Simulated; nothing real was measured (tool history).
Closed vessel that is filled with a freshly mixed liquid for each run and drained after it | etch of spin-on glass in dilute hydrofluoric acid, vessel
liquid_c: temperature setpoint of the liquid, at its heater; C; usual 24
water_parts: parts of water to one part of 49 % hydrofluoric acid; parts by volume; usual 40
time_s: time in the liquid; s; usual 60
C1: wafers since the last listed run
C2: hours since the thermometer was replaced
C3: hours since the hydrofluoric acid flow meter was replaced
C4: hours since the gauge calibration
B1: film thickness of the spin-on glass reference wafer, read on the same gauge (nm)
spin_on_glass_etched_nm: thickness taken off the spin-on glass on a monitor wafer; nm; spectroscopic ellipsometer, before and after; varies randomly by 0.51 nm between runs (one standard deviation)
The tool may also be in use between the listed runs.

run 1 hour=0 | liquid_c=26 water_parts=40 time_s=85 | C1=0 C2=1948 C3=400.7 C4=348.5 | B1=29.99 | spin_on_glass_etched_nm=144.2
run 2 hour=31.1 | liquid_c=26 water_parts=40 time_s=85 | C1=4075 C2=1979.1 C3=431.8 C4=379.6 | B1=29.99 | spin_on_glass_etched_nm=144.37
run 3 hour=64.7 | liquid_c=26 water_parts=40 time_s=85 | C1=4403 C2=2012.7 C3=465.4 C4=413.2 | B1=29.99 | spin_on_glass_etched_nm=144.26
run 4 hour=85.6 | liquid_c=24 water_parts=40 time_s=60 | C1=2738 C2=2033.6 C3=486.3 C4=434.1 | B1=30 | spin_on_glass_etched_nm=94.5
run 5 hour=114.7 | liquid_c=24 water_parts=40 time_s=60 | C1=3813 C2=2062.7 C3=515.4 C4=463.2 | B1=29.98 | spin_on_glass_etched_nm=93.99
run 6 hour=133.7 | liquid_c=24 water_parts=40 time_s=60 | C1=2489 C2=2081.7 C3=534.4 C4=482.2 | B1=30 | spin_on_glass_etched_nm=93.88
run 7 hour=212.4 | liquid_c=24 water_parts=40 time_s=60 | C1=10313 C2=2160.4 C3=613.1 C4=560.9 | B1=29.97 | spin_on_glass_etched_nm=94.79
run 8 hour=247.6 | liquid_c=24 water_parts=40 time_s=60 | C1=4612 C2=2195.6 C3=648.3 C4=596.1 | B1=29.99 | spin_on_glass_etched_nm=94.08
run 9 hour=264.1 | liquid_c=24 water_parts=40 time_s=60 | C1=2162 C2=2212.1 C3=664.8 C4=612.6 | B1=30 | spin_on_glass_etched_nm=95.35
-- hour=277.6 thermometer replaced
-- hour=284.6 hydrofluoric acid flow meter replaced
run 10 hour=299.9 | liquid_c=24 water_parts=40 time_s=60 | C1=4429 C2=22.3 C3=15.3 C4=648.4 | B1=29.99 | spin_on_glass_etched_nm=87.63
run 11 hour=330.1 | liquid_c=26.5 water_parts=40 time_s=45 | C1=3957 C2=52.5 C3=45.5 C4=678.6 | B1=30.02 | spin_on_glass_etched_nm=71.86
-- hour=342.9 gauge calibrated
run 12 hour=359.5 | liquid_c=24 water_parts=40 time_s=60 | C1=3852 C2=81.9 C3=74.9 C4=16.6 | B1=29.97 | spin_on_glass_etched_nm=87.36
run 13 hour=390.2 | liquid_c=24 water_parts=40 time_s=60 | C1=4022 C2=112.6 C3=105.6 C4=47.3 | B1=29.99 | spin_on_glass_etched_nm=87.76
run 14 hour=405.5 | liquid_c=24 water_parts=40 time_s=60 | C1=2004 C2=127.9 C3=120.9 C4=62.6 | B1=29.96 | spin_on_glass_etched_nm=87.51
run 15 hour=460.5 | liquid_c=29 water_parts=40 time_s=40 | C1=7207 C2=182.9 C3=175.9 C4=117.6 | B1=29.99 | spin_on_glass_etched_nm=71.56
run 16 hour=491.1 | liquid_c=24 water_parts=20 time_s=45 | C1=4009 C2=213.5 C3=206.5 C4=148.2 | B1=30.03 | spin_on_glass_etched_nm=136.01
run 17 hour=505.2 | liquid_c=27 water_parts=30 time_s=30 | C1=1847 C2=227.6 C3=220.6 C4=162.3 | B1=30.01 | spin_on_glass_etched_nm=66.96
run 18 hour=528.5 | liquid_c=25.5 water_parts=40 time_s=90 | C1=3053 C2=250.9 C3=243.9 C4=185.6 | B1=29.98 | spin_on_glass_etched_nm=141.37
run 19 hour=554.5 | liquid_c=24 water_parts=40 time_s=60 | C1=3407 C2=276.9 C3=269.9 C4=211.6 | B1=29.99 | spin_on_glass_etched_nm=88.01
run 20 hour=569 | liquid_c=24 water_parts=40 time_s=60 | C1=1900 C2=291.4 C3=284.4 C4=226.1 | B1=29.97 | spin_on_glass_etched_nm=88.58
run 21 hour=603.9 | liquid_c=24 water_parts=40 time_s=30 | C1=4573 C2=326.3 C3=319.3 C4=261 | B1=30 | spin_on_glass_etched_nm=43.99
run 22 hour=632.1 | liquid_c=24 water_parts=40 time_s=60 | C1=3695 C2=354.5 C3=347.5 C4=289.2 | B1=30 | spin_on_glass_etched_nm=88
run 23 hour=655.2 | liquid_c=21 water_parts=25 time_s=50 | C1=3027 C2=377.6 C3=370.6 C4=312.3 | B1=30.03 | spin_on_glass_etched_nm=105.8
run 24 hour=688.7 | liquid_c=19 water_parts=40 time_s=85 | C1=4389 C2=411.1 C3=404.1 C4=345.8 | B1=30.03 | spin_on_glass_etched_nm=101.48
run 25 hour=721.8 | liquid_c=20 water_parts=30 time_s=30 | C1=4337 C2=444.2 C3=437.2 C4=378.9 | B1=30 | spin_on_glass_etched_nm=50.02
run 26 hour=747.5 | liquid_c=26 water_parts=40 time_s=60 | C1=3367 C2=469.9 C3=462.9 C4=404.6 | B1=29.96 | spin_on_glass_etched_nm=95.62
run 27 hour=764.1 | liquid_c=24 water_parts=40 time_s=60 | C1=2175 C2=486.5 C3=479.5 C4=421.2 | B1=29.99 | spin_on_glass_etched_nm=89.36

For each entry between runs, how does the tool's hidden state at the last listed run before it compare with that at the first listed run after it?
After run 9, before run 10: thermometer replaced (hour 277.6); hydrofluoric acid flow meter replaced (hour 284.6)
  liquid hotter than its thermometer reads (K): 2.36 -> 0.337
  measured less the result without the state, spin_on_glass_etched_nm: +8.82 -> +1.22 nm
After run 11, before run 12: gauge calibrated (hour 342.9)
  liquid hotter than its thermometer reads (K): 0.363 -> 0.389
  measured less the result without the state, spin_on_glass_etched_nm: +1.04 -> +1.4 nm
